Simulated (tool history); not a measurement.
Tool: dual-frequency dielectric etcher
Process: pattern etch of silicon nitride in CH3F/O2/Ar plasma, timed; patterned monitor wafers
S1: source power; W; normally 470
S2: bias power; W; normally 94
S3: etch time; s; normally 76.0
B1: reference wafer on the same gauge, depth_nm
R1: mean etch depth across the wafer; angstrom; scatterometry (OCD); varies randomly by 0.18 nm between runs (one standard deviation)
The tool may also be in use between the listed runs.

run,day,S1,S2,S3,B1,R1
1,0.000,470,94,76.0,66.1,572
2,2.738,470,94,76.0,66.1,566
3,3.458,470,94,76.0,66.1,570
4,4.867,470,94,76.0,66.1,565
5,5.671,470,94,76.0,66.1,564
6,6.512,470,94,76.0,66.1,567
# day 8.267: upper electrode replaced
# day 8.954: wet clean of the chamber
7,8.975,470,94,76.0,66.1,571
8,8.992,560,94,76.0,66.1,637
9,10.221,560,94,76.0,66.0,631
# day 10.917: source power generator calibrated
# day 11.267: gauge calibrated
# day 11.862: bias power generator calibrated
10,12.708,470,94,76.0,66.1,572
11,13.838,390,94,69.0,66.2,459
12,14.675,470,94,76.0,66.1,569
13,15.971,510,94,76.0,66.1,596
14,17.096,560,86,67.0,66.1,534
15,18.217,470,94,94.5,66.1,707
16,19.050,390,105,53.5,66.1,371
17,20.325,470,84,61.5,66.1,438
18,21.492,470,94,76.0,66.1,567
19,22.338,560,94,76.0,66.1,625
20,23.100,570,117,96.0,66.1,872

What would each run have given without the hidden state, its run-to-run variation left as it was?
Hidden conditions of the tool in this case: etch rate over this chamber's usual, %; source power that arrives over what is set, %; bias power that arrives over what is set, %; gauge reads high (%).
run,R1
1,576
2,571
3,576
4,572
5,571
6,575
7,571
8,636
9,632
10,573
11,461
12,572
13,600
14,538
15,712
16,374
17,443
18,573
19,632
20,883
